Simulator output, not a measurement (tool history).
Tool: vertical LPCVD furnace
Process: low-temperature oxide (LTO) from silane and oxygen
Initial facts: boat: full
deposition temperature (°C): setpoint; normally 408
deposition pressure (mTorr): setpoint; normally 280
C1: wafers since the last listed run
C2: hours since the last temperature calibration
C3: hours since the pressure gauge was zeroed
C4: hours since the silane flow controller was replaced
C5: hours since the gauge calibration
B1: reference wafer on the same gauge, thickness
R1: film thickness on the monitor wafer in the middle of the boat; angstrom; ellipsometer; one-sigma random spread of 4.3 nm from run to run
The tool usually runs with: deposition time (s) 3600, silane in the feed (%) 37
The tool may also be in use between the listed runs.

run 1 hour=0 | deposition_temperature_(°C)=408 deposition_pressure_(mTorr)=280 deposition_time_(s)=2490 silane_in_the_feed_(%)=37 | C1=0 C2=2321.1 C3=3122.9 C4=3785.1 C5=753.4 | B1=663.11 | R1=5200.4
run 2 hour=58.2 | deposition_temperature_(°C)=408 deposition_pressure_(mTorr)=280 deposition_time_(s)=2490 silane_in_the_feed_(%)=37 | C1=590 C2=2379.3 C3=3181.1 C4=3843.3 C5=811.6 | B1=665.96 | R1=5221
run 3 hour=134.8 | deposition_temperature_(°C)=408 deposition_pressure_(mTorr)=280 deposition_time_(s)=2490 silane_in_the_feed_(%)=37 | C1=777 C2=2455.9 C3=3257.7 C4=3919.9 C5=888.2 | B1=668.01 | R1=5210.8
run 4 hour=226.2 | deposition_temperature_(°C)=408 deposition_pressure_(mTorr)=280 deposition_time_(s)=3600 silane_in_the_feed_(%)=37 | C1=927 C2=2547.3 C3=3349.1 C4=4011.3 C5=979.6 | B1=669.57 | R1=7610.2
run 5 hour=276.9 | deposition_temperature_(°C)=408 deposition_pressure_(mTorr)=280 deposition_time_(s)=3600 silane_in_the_feed_(%)=37 | C1=514 C2=2598 C3=3399.8 C4=4062 C5=1030.3 | B1=670.51 | R1=7591.8
run 6 hour=361.6 | deposition_temperature_(°C)=408 deposition_pressure_(mTorr)=280 deposition_time_(s)=3600 silane_in_the_feed_(%)=37 | C1=859 C2=2682.7 C3=3484.5 C4=4146.7 C5=1115 | B1=673.5 | R1=7745.1
-- hour=418.9 gauge calibrated
run 7 hour=449.2 | deposition_temperature_(°C)=408 deposition_pressure_(mTorr)=280 deposition_time_(s)=3600 silane_in_the_feed_(%)=37 | C1=888 C2=2770.3 C3=3572.1 C4=4234.3 C5=30.3 | B1=647.99 | R1=7322.8
run 8 hour=578.2 | deposition_temperature_(°C)=408 deposition_pressure_(mTorr)=280 deposition_time_(s)=4350 silane_in_the_feed_(%)=37 | C1=1308 C2=2899.3 C3=3701.1 C4=4363.3 C5=159.3 | B1=650.77 | R1=8858.2
-- hour=639.2 thermocouples replaced and temperature profile calibrated
run 9 hour=664.9 | deposition_temperature_(°C)=399 deposition_pressure_(mTorr)=280 deposition_time_(s)=2700 silane_in_the_feed_(%)=37 | C1=636 C2=25.7 C3=3787.8 C4=4450 C5=246 | B1=653.14 | R1=5021.5
-- hour=697 pressure gauge zeroed
run 10 hour=755.1 | deposition_temperature_(°C)=399 deposition_pressure_(mTorr)=280 deposition_time_(s)=2700 silane_in_the_feed_(%)=37 | C1=671 C2=115.9 C3=58.1 C4=4540.2 C5=336.2 | B1=654.29 | R1=5026.9
run 11 hour=850.7 | deposition_temperature_(°C)=399 deposition_pressure_(mTorr)=280 deposition_time_(s)=2700 silane_in_the_feed_(%)=37 | C1=969 C2=211.5 C3=153.7 C4=4635.8 C5=431.8 | B1=658.2 | R1=5078.2
run 12 hour=889.2 | deposition_temperature_(°C)=408 deposition_pressure_(mTorr)=280 deposition_time_(s)=3600 silane_in_the_feed_(%)=37 | C1=390 C2=250 C3=192.2 C4=4674.3 C5=470.3 | B1=656.03 | R1=7464.6
run 13 hour=973.6 | deposition_temperature_(°C)=408 deposition_pressure_(mTorr)=280 deposition_time_(s)=3600 silane_in_the_feed_(%)=37 | C1=856 C2=334.4 C3=276.6 C4=4758.7 C5=554.7 | B1=660.14 | R1=7568.9
run 14 hour=1077 | deposition_temperature_(°C)=408 deposition_pressure_(mTorr)=280 deposition_time_(s)=3600 silane_in_the_feed_(%)=37 | C1=1049 C2=437.8 C3=380 C4=4862.1 C5=658.1 | B1=662.66 | R1=7556.7
run 15 hour=1164.7 | deposition_temperature_(°C)=401 deposition_pressure_(mTorr)=300 deposition_time_(s)=3600 silane_in_the_feed_(%)=31 | C1=889 C2=525.5 C3=467.7 C4=4949.8 C5=745.8 | B1=666.77 | R1=5924.2
run 16 hour=1234.8 | deposition_temperature_(°C)=408 deposition_pressure_(mTorr)=245 deposition_time_(s)=2370 silane_in_the_feed_(%)=37 | C1=711 C2=595.6 C3=537.8 C4=5019.9 C5=815.9 | B1=664.86 | R1=4364.5
-- hour=1281.4 silane flow controller replaced
run 17 hour=1289.9 | deposition_temperature_(°C)=418 deposition_pressure_(mTorr)=330 deposition_time_(s)=2760 silane_in_the_feed_(%)=37 | C1=315 C2=650.7 C3=592.9 C4=8.5 C5=871 | B1=668.31 | R1=7659.6
run 18 hour=1365.6 | deposition_temperature_(°C)=416 deposition_pressure_(mTorr)=340 deposition_time_(s)=4260 silane_in_the_feed_(%)=41 | C1=768 C2=726.4 C3=668.6 C4=84.2 C5=946.7 | B1=669.41 | R1=13444.6
run 19 hour=1407.9 | deposition_temperature_(°C)=399 deposition_pressure_(mTorr)=280 deposition_time_(s)=2670 silane_in_the_feed_(%)=37 | C1=429 C2=768.7 C3=710.9 C4=126.5 C5=989 | B1=674.11 | R1=5094.5
-- hour=1458.8 gauge calibrated
run 20 hour=1478.3 | deposition_temperature_(°C)=403 deposition_pressure_(mTorr)=325 deposition_time_(s)=4920 silane_in_the_feed_(%)=41 | C1=714 C2=839.1 C3=781.3 C4=196.9 C5=19.5 | B1=653.71 | R1=12709.5
run 21 hour=1523.7 | deposition_temperature_(°C)=408 deposition_pressure_(mTorr)=280 deposition_time_(s)=3600 silane_in_the_feed_(%)=37 | C1=460 C2=884.5 C3=826.7 C4=242.3 C5=64.9 | B1=655.34 | R1=7407.3
run 22 hour=1629.1 | deposition_temperature_(°C)=408 deposition_pressure_(mTorr)=280 deposition_time_(s)=3600 silane_in_the_feed_(%)=37 | C1=1069 C2=989.9 C3=932.1 C4=347.7 C5=170.3 | B1=659.42 | R1=7480.7
run 23 hour=1679.5 | deposition_temperature_(°C)=398 deposition_pressure_(mTorr)=280 deposition_time_(s)=3600 silane_in_the_feed_(%)=37 | C1=511 C2=1040.3 C3=982.5 C4=398.1 C5=220.7 | B1=661.68 | R1=6647.1
run 24 hour=1751.7 | deposition_temperature_(°C)=408 deposition_pressure_(mTorr)=280 deposition_time_(s)=3600 silane_in_the_feed_(%)=37 | C1=732 C2=1112.5 C3=1054.7 C4=470.3 C5=292.9 | B1=662.03 | R1=7473.9
run 25 hour=1858.6 | deposition_temperature_(°C)=408 deposition_pressure_(mTorr)=300 deposition_time_(s)=3600 silane_in_the_feed_(%)=42 | C1=1084 C2=1219.4 C3=1161.6 C4=577.2 C5=399.8 | B1=664.35 | R1=9299.4
run 26 hour=1952.3 | deposition_temperature_(°C)=417 deposition_pressure_(mTorr)=230 deposition_time_(s)=3600 silane_in_the_feed_(%)=37 | C1=950 C2=1313.1 C3=1255.3 C4=670.9 C5=493.5 | B1=665.54 | R1=6788.2
run 27 hour=1993.7 | deposition_temperature_(°C)=408 deposition_pressure_(mTorr)=280 deposition_time_(s)=3600 silane_in_the_feed_(%)=37 | C1=420 C2=1354.5 C3=1296.7 C4=712.3 C5=534.9 | B1=666.26 | R1=7523.8
run 28 hour=2071.1 | deposition_temperature_(°C)=413 deposition_pressure_(mTorr)=280 deposition_time_(s)=3600 silane_in_the_feed_(%)=37 | C1=785 C2=1431.9 C3=1374.1 C4=789.7 C5=612.3 | B1=669.71 | R1=7980.8

Forecast each of these 4 alternatives for the next run:
run A hour=2075.7 | deposition_temperature_(°C)=408 deposition_pressure_(mTorr)=280 deposition_time_(s)=3600 silane_in_the_feed_(%)=37 | C1=46 C2=1436.5 C3=1378.7 C4=794.3 C5=616.9 | B1=? | R1=?
run B hour=2075.7 | deposition_temperature_(°C)=408 deposition_pressure_(mTorr)=305 deposition_time_(s)=3600 silane_in_the_feed_(%)=37 | C1=46 C2=1436.5 C3=1378.7 C4=794.3 C5=616.9 | B1=? | R1=?
run C hour=2075.7 | deposition_temperature_(°C)=408 deposition_pressure_(mTorr)=280 deposition_time_(s)=3600 silane_in_the_feed_(%)=32 | C1=46 C2=1436.5 C3=1378.7 C4=794.3 C5=616.9 | B1=? | R1=?
run D hour=2075.7 | deposition_temperature_(°C)=420 deposition_pressure_(mTorr)=230 deposition_time_(s)=4200 silane_in_the_feed_(%)=31 | C1=46 C2=1436.5 C3=1378.7 C4=794.3 C5=616.9 | B1=? | R1=?

run=A B1=669.95 R1=7575.8
run=B B1=669.95 R1=8252.2
run=C B1=669.95 R1=6249.3
run=D B1=669.95 R1=6552.1
Without the tool's unlogged condition, the same runs would have read:
run=A R1=7319.5
run=B R1=7973
run=C R1=6037.8
run=D R1=6330.4
